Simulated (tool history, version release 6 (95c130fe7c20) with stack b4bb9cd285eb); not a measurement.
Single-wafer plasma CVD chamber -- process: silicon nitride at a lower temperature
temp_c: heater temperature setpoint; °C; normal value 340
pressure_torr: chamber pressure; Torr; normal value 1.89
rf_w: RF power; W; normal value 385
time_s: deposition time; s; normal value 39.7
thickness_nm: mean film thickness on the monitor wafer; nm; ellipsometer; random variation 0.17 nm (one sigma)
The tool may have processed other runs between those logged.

run	hour	temp_c	pressure_torr	rf_w	time_s	wafers since the last listed run	hours since the last thermocouple change	hours since the last RF generator calibration	hours since the last manometer calibration	hours since the showerhead was replaced	hours since the gauge calibration	read-back reference wafer on the same gauge, thickness_nm	thickness_nm
1	0.0	340	1.89	385	39.7	0	854.4	1189.0	1657.4	5705.6	838.9	62.174	55.595
2	76.1	340	1.89	385	39.7	2273	930.5	1265.1	1733.5	5781.7	915.0	62.169	55.477
3	145.1	340	1.89	385	39.7	2061	999.5	1334.1	1802.5	5850.7	984.0	62.228	55.463
# hour 195.8: RF generator calibrated
4	218.4	340	1.89	385	39.7	1950	1072.8	22.6	1875.8	5924.0	1057.3	62.236	56.384
5	305.3	340	1.89	385	39.7	2595	1159.7	109.5	1962.7	6010.9	1144.2	62.194	56.264
6	383.6	340	1.89	385	39.7	2338	1238.0	187.8	2041.0	6089.2	1222.5	62.227	56.386
# hour 472.6: capacitance manometer re-zeroed and calibrated
7	489.2	340	1.89	385	39.7	2915	1343.6	293.4	16.6	6194.8	1328.1	62.175	56.579
8	583.9	340	1.89	385	39.7	2828	1438.3	388.1	111.3	6289.5	1422.8	62.135	56.599
9	672.5	340	1.89	385	39.7	2646	1526.9	476.7	199.9	6378.1	1511.4	62.251	56.383
10	866.4	340	1.89	385	39.7	5791	1720.8	670.6	393.8	6572.0	1705.3	62.191	56.106
11	908.6	331	1.89	385	35.4	1260	1763.0	712.8	436.0	6614.2	1747.5	62.131	50.154
12	1005.0	347	1.89	385	39.7	2879	1859.4	809.2	532.4	6710.6	1843.9	62.172	56.093
13	1060.2	347	1.89	325	36.5	1648	1914.6	864.4	587.6	6765.8	1899.1	62.209	44.849
# hour 1102.4: gauge calibrated
14	1147.3	340	1.89	385	39.7	2601	2001.7	951.5	674.7	6852.9	44.9	62.178	56.099
15	1206.8	340	1.89	385	39.7	1777	2061.2	1011.0	734.2	6912.4	104.4	62.180	55.974
16	1255.9	330	1.89	365	39.7	1466	2110.3	1060.1	783.3	6961.5	153.5	62.138	53.735
# hour 1287.2: RF generator calibrated
# hour 1326.4: thermocouple changed; heater temperature recalibrated
17	1326.9	340	1.89	385	39.7	1642	0.5	39.7	854.3	7032.5	224.5	62.189	56.683
18	1369.4	340	1.89	325	33.2	1269	43.0	82.2	896.8	7075.0	267.0	62.207	41.446
19	1445.4	335	1.89	435	39.7	2270	119.0	158.2	972.8	7151.0	343.0	62.164	61.714
# hour 1469.1: showerhead replaced
20	1542.8	332	1.68	455	42.5	2670	216.4	255.6	1070.2	73.7	440.4	62.171	66.167
21	1645.7	340	1.89	385	32.3	3073	319.3	358.5	1173.1	176.6	543.3	62.227	45.796
22	1700.3	340	1.89	460	39.7	1630	373.9	413.1	1227.7	231.2	597.9	62.202	63.543
23	1802.1	345	2.14	450	39.7	3040	475.7	514.9	1329.5	333.0	699.7	62.216	64.034
24	1899.1	340	1.89	385	44.2	2897	572.7	611.9	1426.5	430.0	796.7	62.222	62.576
25	1937.5	340	1.89	385	34.8	1147	611.1	650.3	1464.9	468.4	835.1	62.188	48.839
26	1988.2	340	1.89	385	39.7	1514	661.8	701.0	1515.6	519.1	885.8	62.192	55.762
27	2088.6	340	1.89	385	39.7	2998	762.2	801.4	1616.0	619.5	986.2	62.232	55.642

Each row is a separate what-if for the run after 27, all from the same tool condition, not one after another. Results?
A	2089.0	340	1.89	385	39.7	11	762.6	801.8	1616.4	619.9	986.6	?	?
B	2089.0	353	1.89	330	46.8	11	762.6	801.8	1616.4	619.9	986.6	?	?
C	2089.0	340	1.89	385	46.9	11	762.6	801.8	1616.4	619.9	986.6	?	?
D	2089.0	340	1.55	385	36.2	11	762.6	801.8	1616.4	619.9	986.6	?	?
E	2089.0	345	1.62	385	46.0	11	762.6	801.8	1616.4	619.9	986.6	?	?

run	read-back reference wafer on the same gauge, thickness_nm	thickness_nm
A	62.210	55.509
B	62.210	57.833
C	62.210	65.555
D	62.210	48.579
E	62.210	62.165
Take away the tool's hidden state, keep each run's random variation, and the runs would have read:
run	thickness_nm
A	56.777
B	59.178
C	67.052
D	49.704
E	63.597
